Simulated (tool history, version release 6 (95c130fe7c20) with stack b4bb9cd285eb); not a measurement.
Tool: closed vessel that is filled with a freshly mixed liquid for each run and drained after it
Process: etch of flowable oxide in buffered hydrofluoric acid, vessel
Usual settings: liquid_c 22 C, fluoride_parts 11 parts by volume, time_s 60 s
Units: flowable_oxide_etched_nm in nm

| run | hour | liquid_c | fluoride_parts | time_s | wafers since the last listed run | hours since the thermometer was replaced | hours since the hydrofluoric acid flow meter was replaced | hours since the gauge calibration | read-back film thickness of the flowable oxide reference wafer, read on the same gauge (nm) | flowable_oxide_etched_nm |
|---|---|---|---|---|---|---|---|---|---|---|
| 1 | 0 | 24 | 12.5 | 60 | 0 | 425.7 | 988.6 | 142 | 29.99 | 156.42 |
| 2 | 37.8 | 24 | 12.5 | 60 | 5529 | 463.5 | 1026.4 | 179.8 | 30 | 158.13 |
| 3 | 56.9 | 22 | 11 | 60 | 2794 | 482.6 | 1045.5 | 198.9 | 29.99 | 161.84 |
| 4 | 87.4 | 22 | 11 | 60 | 4461 | 513.1 | 1076 | 229.4 | 29.99 | 160.01 |
| 5 | 108.2 | 22 | 11 | 60 | 3042 | 533.9 | 1096.8 | 250.2 | 29.99 | 159.12 |
| 6 | 130 | 22 | 11 | 60 | 3189 | 555.7 | 1118.6 | 272 | 29.99 | 160.85 |
| 7 | 163 | 22 | 11 | 60 | 4827 | 588.7 | 1151.6 | 305 | 30.01 | 161.82 |
| 8 | 181.2 | 22 | 13.5 | 50 | 2662 | 606.9 | 1169.8 | 323.2 | 29.98 | 109.41 |
| 9 | 203.1 | 22 | 13.5 | 50 | 3203 | 628.8 | 1191.7 | 345.1 | 30.01 | 109.94 |
| 10 | 282.7 | 22 | 11 | 75 | 11644 | 708.4 | 1271.3 | 424.7 | 30.02 | 199.81 |
|  | 298.7 | hydrofluoric acid flow meter replaced |
| 11 | 301.1 | 22 | 11 | 75 | 2545 | 726.8 | 2.4 | 443.1 | 30 | 200.16 |
| 12 | 329.7 | 22 | 11 | 35 | 4183 | 755.4 | 31 | 471.7 | 30.01 | 93.64 |
| 13 | 358.3 | 22 | 11 | 80 | 4183 | 784 | 59.6 | 500.3 | 29.99 | 213.55 |
| 14 | 431.6 | 22 | 11 | 80 | 10722 | 857.3 | 132.9 | 573.6 | 30.01 | 214.85 |
| 15 | 501 | 22 | 11 | 60 | 10152 | 926.7 | 202.3 | 643 | 29.99 | 162.92 |
| 16 | 525.9 | 19 | 11 | 90 | 3642 | 951.6 | 227.2 | 667.9 | 30 | 205.29 |
| 17 | 558.8 | 22 | 13.5 | 50 | 4812 | 984.5 | 260.1 | 700.8 | 29.98 | 110.06 |
| 18 | 591.6 | 22 | 9.5 | 60 | 4798 | 1017.3 | 292.9 | 733.6 | 30 | 181.57 |
|  | 597.4 | thermometer replaced |
| 19 | 613.5 | 20.5 | 9 | 50 | 3057 | 16.1 | 314.8 | 755.5 | 30.01 | 143.18 |
| 20 | 688.2 | 22 | 11 | 60 | 10927 | 90.8 | 389.5 | 830.2 | 30 | 159.94 |
| 21 | 711.3 | 27 | 15 | 30 | 3379 | 113.9 | 412.6 | 853.3 | 30.02 | 77.71 |
| 22 | 742 | 22 | 6.5 | 60 | 4490 | 144.6 | 443.3 | 884 | 29.98 | 264.83 |
|  | 748.3 | gauge calibrated |
| 23 | 756 | 27 | 10 | 40 | 2047 | 158.6 | 457.3 | 7.7 | 30 | 153.88 |
| 24 | 784.2 | 26.5 | 9 | 30 | 4125 | 186.8 | 485.5 | 35.9 | 30 | 120.28 |
| 25 | 798 | 22 | 13.5 | 50 | 2018 | 200.6 | 499.3 | 49.7 | 29.97 | 109.3 |
| 26 | 811.4 | 22 | 11 | 60 | 1960 | 214 | 512.7 | 63.1 | 30.01 | 162.66 |
| 27 | 830.5 | 20.5 | 15.5 | 75 | 2794 | 233.1 | 531.8 | 82.2 | 30 | 133.37 |
| 28 | 864.9 | 25 | 11 | 60 | 5032 | 267.5 | 566.2 | 116.6 | 30.01 | 190.68 |
| 29 | 886.5 | 22 | 15.5 | 60 | 3159 | 289.1 | 587.8 | 138.2 | 30 | 113.65 |

Run 30 comes next. What will it give?
| 30 | 915.5 | 24 | 13.5 | 60 | 4242 | 318.1 | 616.8 | 167.2 | ? | ? |

read-back film thickness of the flowable oxide reference wafer, read on the same gauge (nm): 30.01
flowable_oxide_etched_nm: 144.74 nm
Without the tool's hidden state the same run would have given flowable_oxide_etched_nm 144.74 nm.
